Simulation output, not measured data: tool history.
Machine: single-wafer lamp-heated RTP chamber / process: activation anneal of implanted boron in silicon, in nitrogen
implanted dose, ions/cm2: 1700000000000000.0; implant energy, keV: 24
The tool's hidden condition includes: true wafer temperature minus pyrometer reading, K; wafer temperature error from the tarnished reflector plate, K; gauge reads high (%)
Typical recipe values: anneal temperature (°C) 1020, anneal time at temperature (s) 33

run,hour,anneal temperature (°C),anneal time at temperature (s),wafers since the last listed run,wafers since the last pyrometer calibration,wafers since the reflector plate was cleaned,hours since the gauge calibration,"read-back reference wafer on the same gauge, sheet resistance",sheet resistance of the implanted and annealed layer (ohm/square)
1,0.0,1020,44,0,6692,5408,133.5,63.73,76.42
# hour 46.0: pyrometer window cleaned and pyrometer calibrated
2,46.5,1020,44,911,11,6319,180.0,63.64,76.43
3,55.8,1020,33,220,231,6539,189.3,63.73,77.15
4,71.9,1020,33,380,612,6920,205.4,63.75,76.37
5,81.1,1020,33,217,829,7138,214.6,63.73,76.46
6,88.0,1020,33,163,993,7301,221.5,63.66,77.10
7,118.1,1020,39,712,1705,8013,251.6,63.76,76.49
8,128.0,1020,39,234,1939,8248,261.5,63.69,76.88
9,138.8,1020,43,255,2195,8503,272.3,63.71,77.00
# hour 141.2: gauge calibrated
10,152.8,1020,43,331,2526,8834,11.6,63.75,76.57
11,165.9,1020,43,309,2836,9144,24.7,63.67,76.85
12,179.7,1020,33,326,3162,9471,38.5,63.66,78.06
13,195.5,1020,33,373,3536,9845,54.3,63.72,77.98
14,210.4,1020,33,352,3889,10197,69.2,63.62,77.47
15,218.2,1028,33,184,4073,10382,77.0,63.74,76.41
16,225.6,1028,33,175,4248,10557,84.4,63.72,75.93
17,237.8,1028,33,288,4537,10846,96.6,63.68,76.09
18,252.2,1020,50,340,4878,11186,111.0,63.69,76.42
19,259.1,1007,16,163,5041,11350,117.9,63.64,82.03
20,265.7,991,47,156,5197,11506,124.5,63.71,82.14
# hour 301.7: reflector plate cleaned
21,314.4,1020,33,963,6160,301,173.2,63.68,77.78
22,325.9,1041,15,272,6433,573,184.7,63.75,75.63
23,351.9,990,50,615,7048,1188,210.7,63.65,82.49
24,358.8,1039,25,163,7211,1351,217.6,63.65,74.82
25,371.8,1020,33,307,7519,1659,230.6,63.62,78.00
26,381.1,1036,33,220,7739,1879,239.9,63.77,74.74
# hour 394.5: pyrometer window cleaned and pyrometer calibrated
27,395.0,1032,47,139,12,2019,253.8,63.69,73.96
28,402.1,1029,26,168,180,2187,260.9,63.68,76.67
29,413.7,1036,33,274,454,2461,272.5,63.64,74.65
30,421.5,1020,51,184,639,2646,280.3,63.69,75.87
31,429.5,1049,20,189,828,2835,288.3,63.65,73.77
# hour 442.1: gauge calibrated
32,446.6,1020,33,404,1233,3239,4.5,63.69,76.75
33,463.2,992,50,392,1625,3632,21.1,63.67,81.47
34,473.0,1031,20,231,1857,3864,30.9,63.71,76.86
35,488.5,992,25,366,2224,4231,46.4,63.77,84.80
36,504.5,1020,26,378,2603,4610,62.4,63.63,78.14

What if the next run were any one of these 5? Each begins from the tool's condition after run 36:
A,504.9,1020,33,9,2612,4619,62.8,?,?
B,504.9,1042,33,9,2612,4619,62.8,?,?
C,504.9,992,33,9,2612,4619,62.8,?,?
D,504.9,1043,33,9,2612,4619,62.8,?,?
E,504.9,993,47,9,2612,4619,62.8,?,?

run,"read-back reference wafer on the same gauge, sheet resistance",sheet resistance of the implanted and annealed layer (ohm/square)
A,63.66,76.61
B,63.66,73.79
C,63.66,83.09
D,63.66,73.68
E,63.66,81.50
Without the tool's unlogged condition, the same runs would have read:
run,sheet resistance of the implanted and annealed layer (ohm/square)
A,76.61
B,73.79
C,83.09
D,73.68
E,81.50
